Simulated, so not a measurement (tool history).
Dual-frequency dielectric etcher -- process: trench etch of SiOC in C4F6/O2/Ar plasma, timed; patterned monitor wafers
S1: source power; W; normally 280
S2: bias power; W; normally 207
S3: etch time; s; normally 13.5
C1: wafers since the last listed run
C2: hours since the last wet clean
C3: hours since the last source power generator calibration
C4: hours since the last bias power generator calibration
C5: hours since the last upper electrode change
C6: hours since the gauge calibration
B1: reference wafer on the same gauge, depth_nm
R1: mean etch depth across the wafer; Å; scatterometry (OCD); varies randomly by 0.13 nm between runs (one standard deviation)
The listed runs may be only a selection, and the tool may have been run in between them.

run,hour,S1,S2,S3,C1,C2,C3,C4,C5,C6,B1,R1
1,0,280,207,11,0,288.4,1046.5,3242.7,4780.3,1064,21.92,194.5
2,41.3,280,207,11,518,329.7,1087.8,3284,4821.6,1105.3,21.93,194.5
3,96.8,280,207,13.5,696,385.2,1143.3,3339.5,4877.1,1160.8,21.92,234.9
# hour 160.9: wet clean of the chamber
4,268.7,280,207,13.5,1856,107.8,1315.2,3511.4,5049,1332.7,21.9,247.6
5,306.4,280,207,13.5,473,145.5,1352.9,3549.1,5086.7,1370.4,21.9,244.3
# hour 398.1: gauge calibrated
6,494.3,280,207,13.5,2358,333.4,1540.8,3737,5274.6,96.2,21.91,238.5
7,521,280,207,13.5,335,360.1,1567.5,3763.7,5301.3,122.9,21.92,237.9
# hour 588.5: wet clean of the chamber
# hour 596.9: upper electrode replaced
8,597.4,280,207,13.5,552,8.9,1643.9,3840.1,0.5,199.3,21.9,247.8
# hour 612.5: bias power generator calibrated
9,614.4,280,207,14.5,163,25.9,1660.9,1.9,17.5,216.3,21.91,269.9
10,654.1,280,207,14.5,498,65.6,1700.6,41.6,57.2,256,21.9,264.8
11,695.4,280,207,16,518,106.9,1741.9,82.9,98.5,297.3,21.92,290.1
12,731.1,250,174,13.5,448,142.6,1777.6,118.6,134.2,333,21.89,223
13,776.8,210,247,11,573,188.3,1823.3,164.3,179.9,378.7,21.92,181.4
14,801.6,260,207,13.5,311,213.1,1848.1,189.1,204.7,403.5,21.89,234.5
15,837.6,340,207,13.5,451,249.1,1884.1,225.1,240.7,439.5,21.88,264.6
16,887.9,280,207,13.5,631,299.4,1934.4,275.4,291,489.8,21.89,239.9
# hour 933: source power generator calibrated
# hour 948.4: wet clean of the chamber
17,1008,260,207,17.5,1264,59.6,75,395.5,411.1,609.9,21.91,309.2
18,1050.4,280,207,13.5,532,102,117.4,437.9,453.5,652.3,21.88,246.7
19,1074.6,280,207,13.5,303,126.2,141.6,462.1,477.7,676.5,21.91,246.2
20,1141.1,280,184,15.5,834,192.7,208.1,528.6,544.2,743,21.87,269.9
21,1209.9,230,247,16,863,261.5,276.9,597.4,613,811.8,21.88,275.9

Here are 4 independent what-if runs from the current tool condition. What would each one return?
A,1210.3,280,246,13.5,5,261.9,277.3,597.8,613.4,812.2,?,?
B,1210.3,310,207,11,5,261.9,277.3,597.8,613.4,812.2,?,?
C,1210.3,280,183,9.5,5,261.9,277.3,597.8,613.4,812.2,?,?
D,1210.3,340,162,15,5,261.9,277.3,597.8,613.4,812.2,?,?

run,B1,R1
A,21.93,253.7
B,21.93,206.1
C,21.93,164.6
D,21.93,274.9
Without the tool's hidden state the same runs would have given:
run,R1
A,262.2
B,213.1
C,170.2
D,284.2
